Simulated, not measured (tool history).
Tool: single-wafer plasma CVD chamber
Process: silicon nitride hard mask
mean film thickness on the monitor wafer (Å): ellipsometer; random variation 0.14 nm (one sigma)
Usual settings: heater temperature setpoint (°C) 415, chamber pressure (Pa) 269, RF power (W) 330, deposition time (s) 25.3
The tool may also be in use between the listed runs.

| run | hour | heater temperature setpoint (°C) | chamber pressure (Pa) | RF power (W) | deposition time (s) | read-back reference wafer on the same gauge, thickness_nm | mean film thickness on the monitor wafer (Å) |
|---|---|---|---|---|---|---|---|
| 1 | 0 | 415 | 269 | 330 | 25.3 | 34.114 | 309.28 |
| 2 | 88.1 | 415 | 223 | 330 | 25.3 | 34.06 | 297.67 |
| 3 | 133.1 | 415 | 223 | 330 | 25.3 | 34.124 | 296.67 |
| 4 | 214 | 415 | 223 | 330 | 25.3 | 34.058 | 299.42 |
|  | 276.1 | capacitance manometer re-zeroed and calibrated |
| 5 | 276.6 | 415 | 269 | 330 | 25.3 | 34.054 | 307.28 |
| 6 | 344.4 | 415 | 269 | 330 | 25.3 | 34.131 | 308.54 |
| 7 | 403.8 | 415 | 269 | 330 | 25.3 | 34.077 | 305.03 |
| 8 | 501.5 | 415 | 269 | 330 | 25.3 | 34.107 | 306.56 |
| 9 | 544.1 | 422 | 269 | 330 | 25.3 | 34.065 | 303.36 |
| 10 | 613.1 | 422 | 269 | 330 | 25.3 | 34.159 | 305.97 |
|  | 620.8 | gauge calibrated |
| 11 | 713.3 | 415 | 213 | 370 | 20.4 | 34.092 | 242.86 |
|  | 731.3 | thermocouple changed; heater temperature recalibrated |
| 12 | 798.1 | 415 | 269 | 375 | 26.4 | 34.078 | 332.29 |
| 13 | 858.8 | 415 | 303 | 330 | 25.3 | 34.133 | 316.02 |
| 14 | 955.7 | 415 | 269 | 330 | 25.3 | 34.121 | 307.33 |
|  | 1010.5 | RF generator calibrated |
| 15 | 1011 | 428 | 269 | 330 | 25.3 | 34.075 | 304.64 |
| 16 | 1043.7 | 428 | 269 | 330 | 25.3 | 34.107 | 302.86 |
| 17 | 1080 | 406 | 215 | 290 | 25.3 | 34.084 | 280.75 |
|  | 1136.6 | showerhead replaced |
| 18 | 1155.2 | 411 | 269 | 395 | 25.3 | 34.041 | 325.09 |
| 19 | 1199.3 | 423 | 269 | 330 | 25.3 | 34.059 | 305.8 |
| 20 | 1262.5 | 401 | 308 | 330 | 25.3 | 34.087 | 318.4 |
| 21 | 1368.9 | 415 | 203 | 330 | 25.3 | 34.1 | 287.8 |
| 22 | 1451.9 | 415 | 269 | 330 | 25.3 | 34.068 | 310.39 |
| 23 | 1533.1 | 415 | 269 | 330 | 25.3 | 34.091 | 308.67 |
| 24 | 1611.1 | 415 | 287 | 380 | 20.8 | 34.062 | 266.37 |
| 25 | 1901.2 | 415 | 269 | 330 | 25.3 | 34.094 | 308.47 |
| 26 | 1946.8 | 407 | 317 | 275 | 21.2 | 34.077 | 254.79 |
| 27 | 2022.2 | 415 | 269 | 330 | 25.3 | 34.131 | 310.64 |
| 28 | 2079.4 | 402 | 231 | 330 | 27.4 | 34.058 | 327.62 |

5 ways to go on from here, each from the tool as it stands after run 28. What would each give?
| A | 2079.8 | 415 | 269 | 330 | 25.3 | ? | ? |
| B | 2079.8 | 415 | 305 | 330 | 25.3 | ? | ? |
| C | 2079.8 | 423 | 269 | 330 | 29.7 | ? | ? |
| D | 2079.8 | 405 | 231 | 330 | 21.2 | ? | ? |
| E | 2079.8 | 428 | 269 | 295 | 25.3 | ? | ? |

| run | read-back reference wafer on the same gauge, thickness_nm | mean film thickness on the monitor wafer (Å) |
|---|---|---|
| A | 34.095 | 310.05 |
| B | 34.095 | 318.76 |
| C | 34.095 | 362.36 |
| D | 34.095 | 252.45 |
| E | 34.095 | 297.2 |
Without the tool's hidden state the same runs would have given:
| run | mean film thickness on the monitor wafer (Å) |
|---|---|
| A | 305.03 |
| B | 313.59 |
| C | 356.49 |
| D | 248.03 |
| E | 292.38 |
